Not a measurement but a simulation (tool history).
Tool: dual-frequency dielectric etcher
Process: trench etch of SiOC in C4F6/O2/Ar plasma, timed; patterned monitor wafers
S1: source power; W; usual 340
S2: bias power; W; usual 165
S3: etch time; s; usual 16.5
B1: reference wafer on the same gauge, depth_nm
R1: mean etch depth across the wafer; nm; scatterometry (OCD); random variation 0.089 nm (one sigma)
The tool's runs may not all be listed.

run,hour,S1,S2,S3,B1,R1
1,0.0,340,195,16.5,32.23,31.59
2,170.9,340,165,16.5,32.19,30.44
3,246.8,340,165,16.5,32.19,30.39
4,304.2,340,165,16.5,32.21,30.40
# hour 308.3: bias power generator calibrated
# hour 380.6: wet clean of the chamber
# hour 414.4: gauge calibrated
5,531.2,340,165,15.0,32.21,27.51
6,577.2,400,141,16.5,32.20,30.68
7,659.3,340,165,16.5,32.22,30.33
8,743.8,340,194,14.0,32.19,26.96
9,837.1,320,194,12.0,32.22,22.78
10,884.3,340,126,12.5,32.20,21.78
11,936.3,370,188,19.5,32.18,38.16
# hour 977.3: wet clean of the chamber
12,1015.1,380,203,16.5,32.22,32.67
13,1103.6,280,132,14.5,32.22,23.69
14,1142.1,370,191,19.0,32.17,36.73
15,1204.2,410,145,16.5,32.19,30.75
16,1256.5,340,165,16.5,32.19,30.04
17,1304.5,270,133,16.5,32.23,26.90
18,1372.6,340,132,12.0,32.19,20.76
# hour 1434.3: source power generator calibrated
19,1474.7,340,165,16.5,32.20,30.72
20,1540.6,380,165,16.5,32.19,31.86
# hour 1623.4: wet clean of the chamber
21,1628.4,340,165,16.5,32.22,30.44
22,1675.1,420,165,16.5,32.23,32.21
23,1715.4,260,165,21.0,32.21,35.90
24,1790.2,420,139,14.0,32.18,26.39
25,1892.4,340,126,12.5,32.22,21.77
26,1958.0,340,146,21.5,32.17,38.66
27,2061.3,280,190,19.5,32.19,35.56
28,2114.6,340,187,16.5,32.23,31.48

5 ways to go on from here, each from the tool as it stands after run 28. What would each give?
A,2115.0,340,165,16.5,?,?
B,2115.0,270,165,12.5,?,?
C,2115.0,400,139,18.5,?,?
D,2115.0,280,206,19.0,?,?
E,2115.0,400,137,20.5,?,?

run,B1,R1
A,32.19,30.66
B,32.19,21.79
C,32.19,34.68
D,32.19,35.35
E,32.19,38.31
Without the tool's hidden state the same runs would have given:
run,R1
A,30.41
B,21.61
C,34.40
D,35.06
E,38.00

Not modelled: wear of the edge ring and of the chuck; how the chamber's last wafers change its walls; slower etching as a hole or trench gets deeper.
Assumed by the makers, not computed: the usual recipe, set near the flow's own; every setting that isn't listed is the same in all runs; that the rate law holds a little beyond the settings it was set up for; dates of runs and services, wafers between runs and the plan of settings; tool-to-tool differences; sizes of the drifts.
